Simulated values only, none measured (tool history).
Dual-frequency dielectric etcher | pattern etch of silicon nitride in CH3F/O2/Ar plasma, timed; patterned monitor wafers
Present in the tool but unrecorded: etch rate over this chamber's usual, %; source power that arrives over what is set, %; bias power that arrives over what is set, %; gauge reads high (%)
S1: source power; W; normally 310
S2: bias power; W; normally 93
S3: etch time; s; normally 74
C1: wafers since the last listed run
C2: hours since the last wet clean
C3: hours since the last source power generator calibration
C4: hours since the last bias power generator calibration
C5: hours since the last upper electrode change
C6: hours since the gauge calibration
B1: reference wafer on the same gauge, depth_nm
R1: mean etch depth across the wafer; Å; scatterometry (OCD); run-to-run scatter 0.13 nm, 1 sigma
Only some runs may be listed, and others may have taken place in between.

| run | hour | S1 | S2 | S3 | C1 | C2 | C3 | C4 | C5 | C6 | B1 | R1 |
|---|---|---|---|---|---|---|---|---|---|---|---|---|
| 1 | 0 | 310 | 93 | 74 | 0 | 264.6 | 4058.7 | 1853.3 | 2562.9 | 213.3 | 39.5 | 496 |
| 2 | 39.1 | 310 | 93 | 74 | 368 | 303.7 | 4097.8 | 1892.4 | 2602 | 252.4 | 39.5 | 499 |
| 3 | 90.5 | 310 | 93 | 74 | 483 | 355.1 | 4149.2 | 1943.8 | 2653.4 | 303.8 | 39.5 | 496 |
|  | 139.2 | wet clean of the chamber |
| 4 | 139.7 | 310 | 93 | 74 | 237 | 0.5 | 4198.4 | 1993 | 2702.6 | 353 | 39.5 | 493 |
| 5 | 146.7 | 310 | 93 | 74 | 65 | 7.5 | 4205.4 | 2000 | 2709.6 | 360 | 39.5 | 493 |
| 6 | 191.5 | 310 | 93 | 64.5 | 421 | 52.3 | 4250.2 | 2044.8 | 2754.4 | 404.8 | 39.5 | 432 |
| 7 | 361 | 310 | 93 | 74 | 1595 | 221.8 | 4419.7 | 2214.3 | 2923.9 | 574.3 | 39.5 | 499 |
| 8 | 413.9 | 310 | 93 | 74 | 498 | 274.7 | 4472.6 | 2267.2 | 2976.8 | 627.2 | 39.5 | 501 |
|  | 442.4 | upper electrode replaced |
| 9 | 483 | 310 | 93 | 74 | 424 | 343.8 | 4541.7 | 2336.3 | 40.6 | 696.3 | 39.5 | 499 |
|  | 518.4 | source power generator calibrated |
|  | 537.2 | bias power generator calibrated |
| 10 | 542 | 310 | 93 | 74 | 480 | 402.8 | 23.6 | 4.8 | 99.6 | 755.3 | 39.5 | 490 |
| 11 | 585.4 | 310 | 93 | 74 | 408 | 446.2 | 67 | 48.2 | 143 | 798.7 | 39.5 | 492 |
|  | 650.1 | wet clean of the chamber |
| 12 | 656.9 | 310 | 93 | 74 | 447 | 6.8 | 138.5 | 119.7 | 214.5 | 870.2 | 39.5 | 485 |
| 13 | 712 | 310 | 93 | 74 | 518 | 61.9 | 193.6 | 174.8 | 269.6 | 925.3 | 39.5 | 487 |
| 14 | 763.6 | 350 | 93 | 80.5 | 485 | 113.5 | 245.2 | 226.4 | 321.2 | 976.9 | 39.5 | 568 |
| 15 | 790 | 310 | 93 | 74 | 248 | 139.9 | 271.6 | 252.8 | 347.6 | 1003.3 | 39.5 | 488 |
| 16 | 861.3 | 380 | 93 | 54 | 671 | 211.2 | 342.9 | 324.1 | 418.9 | 1074.6 | 39.5 | 403 |
| 17 | 913.4 | 310 | 108 | 60.5 | 490 | 263.3 | 395 | 376.2 | 471 | 1126.7 | 39.5 | 434 |
| 18 | 950.8 | 310 | 93 | 74 | 352 | 300.7 | 432.4 | 413.6 | 508.4 | 1164.1 | 39.5 | 495 |
| 19 | 978.4 | 310 | 80 | 74 | 259 | 328.3 | 460 | 441.2 | 536 | 1191.7 | 39.5 | 463 |
|  | 988.6 | gauge calibrated |
| 20 | 1046.7 | 310 | 87 | 65.5 | 643 | 396.6 | 528.3 | 509.5 | 604.3 | 58.1 | 39.5 | 428 |
| 21 | 1072.9 | 310 | 114 | 74 | 246 | 422.8 | 554.5 | 535.7 | 630.5 | 84.3 | 39.5 | 547 |
|  | 1104.4 | wet clean of the chamber |
| 22 | 1132.2 | 310 | 93 | 74 | 332 | 27.8 | 613.8 | 595 | 689.8 | 143.6 | 39.5 | 491 |
| 23 | 1156.5 | 310 | 93 | 74 | 228 | 52.1 | 638.1 | 619.3 | 714.1 | 167.9 | 39.5 | 491 |
| 24 | 1213 | 380 | 93 | 89 | 531 | 108.6 | 694.6 | 675.8 | 770.6 | 224.4 | 39.5 | 666 |
| 25 | 1249.1 | 250 | 93 | 74 | 339 | 144.7 | 730.7 | 711.9 | 806.7 | 260.5 | 39.5 | 432 |
| 26 | 1313.5 | 310 | 75 | 59 | 606 | 209.1 | 795.1 | 776.3 | 871.1 | 324.9 | 39.5 | 357 |
| 27 | 1426.3 | 240 | 93 | 62.5 | 1062 | 321.9 | 907.9 | 889.1 | 983.9 | 437.7 | 39.5 | 356 |
| 28 | 1473.3 | 250 | 78 | 53.5 | 442 | 368.9 | 954.9 | 936.1 | 1030.9 | 484.7 | 39.5 | 289 |
| 29 | 1513.3 | 310 | 93 | 74 | 376 | 408.9 | 994.9 | 976.1 | 1070.9 | 524.7 | 39.5 | 498 |
| 30 | 1555 | 350 | 84 | 86 | 392 | 450.6 | 1036.6 | 1017.8 | 1112.6 | 566.4 | 39.5 | 594 |
|  | 1601.2 | wet clean of the chamber |
| 31 | 1620.4 | 310 | 93 | 74 | 389 | 19.2 | 1102 | 1083.2 | 1178 | 631.8 | 39.5 | 489 |

How would selected steps in R1 from run to run divide? Give the signed amount a tool lacking its hidden state would still show from settings, what came in and random variation, and the signed amount left for the hidden state, including any gauge scatter that is not in both of the compared results.
Run 9 -> 10: source power generator calibrated, bias power generator calibrated. R1 -9 Å: hidden state -9, all else +0.
Run 21 -> 22: S2 114 -> 93, wet clean of the chamber. R1 -56 Å: hidden state -8, all else -48.
Run 23 -> 24: S1 310 -> 380, S3 74 -> 89. R1 +175 Å: hidden state +4, all else +171.
Run 24 -> 25: S1 380 -> 250, S3 89 -> 74. R1 -234 Å: hidden state -3, all else -231.
Run 28 -> 29: S1 250 -> 310, S2 78 -> 93, S3 53.5 -> 74. R1 +209 Å: hidden state +8, all else +201.
Run 30 -> 31: S1 350 -> 310, S2 84 -> 93, S3 86 -> 74, wet clean of the chamber. R1 -105 Å: hidden state -12, all else -93.
